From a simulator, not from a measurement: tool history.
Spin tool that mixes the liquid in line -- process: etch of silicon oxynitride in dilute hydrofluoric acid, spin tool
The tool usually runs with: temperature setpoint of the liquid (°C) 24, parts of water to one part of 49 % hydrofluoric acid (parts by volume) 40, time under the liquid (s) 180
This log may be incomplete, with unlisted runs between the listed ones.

| run | hour | temperature setpoint of the liquid (°C) | parts of water to one part of 49 % hydrofluoric acid (parts by volume) | time under the liquid (s) | read-back film thickness of the silicon oxynitride reference wafer, read on the same gauge (nm) | thickness taken off the silicon oxynitride on a monitor wafer (Å) |
|---|---|---|---|---|---|---|
| 1 | 0 | 24 | 40 | 180 | 120.02 | 102.7 |
| 2 | 13.4 | 24 | 40 | 180 | 120.03 | 102.1 |
| 3 | 22.8 | 24 | 40 | 180 | 119.98 | 101.1 |
| 4 | 35.5 | 24 | 40 | 180 | 119.99 | 101.9 |
| 5 | 52.9 | 24 | 40 | 180 | 120.01 | 102.3 |
| 6 | 63.5 | 24 | 40 | 180 | 120.03 | 101.5 |
| 7 | 77.1 | 24 | 40 | 180 | 119.98 | 104.5 |
|  | 103.3 | thermometer replaced |
| 8 | 129 | 24 | 45 | 115 | 119.99 | 51.4 |
| 9 | 139.6 | 24 | 45 | 115 | 119.99 | 51.2 |
| 10 | 152.8 | 24 | 40 | 220 | 119.99 | 112.4 |
| 11 | 166.2 | 24 | 55 | 180 | 120.01 | 66.9 |
| 12 | 176.1 | 24 | 40 | 180 | 119.99 | 91.5 |
| 13 | 191.3 | 25.5 | 40 | 90 | 120 | 49.1 |
|  | 193.2 | gauge calibrated |
| 14 | 203.1 | 24 | 40 | 180 | 120.03 | 92.6 |
|  | 206 | hydrofluoric acid flow meter replaced |
| 15 | 217.7 | 28 | 50 | 80 | 120.04 | 39.2 |
| 16 | 253.9 | 26.5 | 30 | 285 | 120.03 | 221.4 |
| 17 | 270.3 | 21 | 40 | 105 | 120.03 | 46.7 |
| 18 | 280.8 | 20 | 35 | 150 | 120.02 | 72.1 |
| 19 | 291.5 | 28.5 | 60 | 150 | 120.04 | 63.1 |
| 20 | 298.1 | 24 | 50 | 180 | 119.97 | 74.8 |
| 21 | 313.5 | 28 | 45 | 120 | 119.98 | 65.8 |

Difference, measured minus no-hidden-state, one row per run. Run-to-run variation is common to both terms; the gauge's own scatter need not be:
Hidden conditions of the tool in this case: liquid hotter than its thermometer reads (K); hydrofluoric acid flow below the setpoint (%); gauge reads high (%).
| run | thickness taken off the silicon oxynitride on a monitor wafer (Å) |
|---|---|
| 1 | +11.1 |
| 2 | +11.2 |
| 3 | +11.2 |
| 4 | +11.4 |
| 5 | +11.7 |
| 6 | +11.7 |
| 7 | +12.3 |
| 8 | +0.2 |
| 9 | +0.4 |
| 10 | +0.9 |
| 11 | +0.7 |
| 12 | +1.1 |
| 13 | +0.6 |
| 14 | +1.4 |
| 15 | +0.7 |
| 16 | +4.9 |
| 17 | +1.2 |
| 18 | +2 |
| 19 | +1.7 |
| 20 | +2.1 |
| 21 | +1.9 |
